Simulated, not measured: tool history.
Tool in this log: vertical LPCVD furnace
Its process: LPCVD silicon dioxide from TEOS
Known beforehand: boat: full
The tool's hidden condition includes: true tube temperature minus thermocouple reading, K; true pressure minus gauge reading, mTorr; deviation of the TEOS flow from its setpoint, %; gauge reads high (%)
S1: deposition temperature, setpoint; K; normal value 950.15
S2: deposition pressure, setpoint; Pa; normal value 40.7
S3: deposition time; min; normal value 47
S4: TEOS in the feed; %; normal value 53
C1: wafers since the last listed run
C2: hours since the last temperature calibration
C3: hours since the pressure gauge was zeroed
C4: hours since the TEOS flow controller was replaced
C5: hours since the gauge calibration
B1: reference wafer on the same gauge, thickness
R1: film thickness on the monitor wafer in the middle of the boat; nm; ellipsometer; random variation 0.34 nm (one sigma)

run     day      S1    S2  S3  S4    C1      C2      C3      C4      C5      B1      R1
  1       0  950.15  40.7  47  53     0  3695.6  2156.3  3043.7   807.6  175.96   174.4
  2   2.029  950.15  40.7  47  53   529  3744.3    2205  3092.4   856.3  176.05  173.79
  3   4.879  950.15  40.7  47  53   744  3812.7  2273.4  3160.8   924.7  176.03  174.74
  4   8.204  950.15  40.7  47  53   868  3892.5  2353.2  3240.6  1004.5  176.05  173.89
  5  11.317  950.15  40.7  47  53   812  3967.2  2427.9  3315.3  1079.2  176.03  174.84
     14.492  -- gauge calibrated
     16.204  -- thermocouples replaced and temperature profile calibrated
  6  16.225  958.15  40.7  47  45  1020     0.5  2545.7  3433.1    41.6  175.96   180.7
  7  17.675  958.15  40.7  47  45   378    35.3  2580.5  3467.9    76.4  175.96   181.2
       19.3  -- TEOS flow controller replaced
  8  19.933  950.15  40.7  37  61   328    89.5  2634.7    15.2   130.6  175.96  136.71
  9  21.971  950.15  40.7  37  61   531   138.4  2683.6    64.1   179.5  176.05  136.44
 10  24.054  950.15  46.7  47  49   543   188.4  2733.6   114.1   229.5  176.04  167.29
     26.033  -- pressure gauge zeroed
 11    26.7  957.15  40.7  42  60   429   251.9      16   177.6     293  175.96   186.9
 12  29.096  957.15  40.7  42  60   625   309.4    73.5   235.1   350.5  176.02  187.12
 13  32.171  944.15  40.7  47  53   802   383.2   147.3   308.9   424.3  175.99  143.09
 14  33.854  940.15  31.3  57  53   439   423.6   187.7   349.3   464.7  175.98  137.48
 15  36.712  950.15  32.7  47  59   746   492.2   256.3   417.9   533.3  176.05  157.05
 16  39.242  943.15    38  33  62   660   552.9     317   478.6     594  175.97  102.45
 17  41.867  946.15  40.7  47  61   685   615.9     380   541.6     657  175.99  160.69
 18  45.454  958.15  40.7  47  44   936     702   466.1   627.7   743.1  176.06  183.38

Measured less the same run without the tool's hidden state. The same run-to-run variation is in both; the gauge's scatter may not be:
run     R1
  1  +7.93
  2  +8.13
  3   +8.5
  4  +8.85
  5  +9.27
  6  -4.37
  7  -4.44
  8  -3.41
  9  -3.47
 10  -3.67
 11  +0.14
 12  +0.07
 13  +0.01
 14   -0.2
 15  -0.28
 16  -0.11
 17  -0.15
 18  -0.23
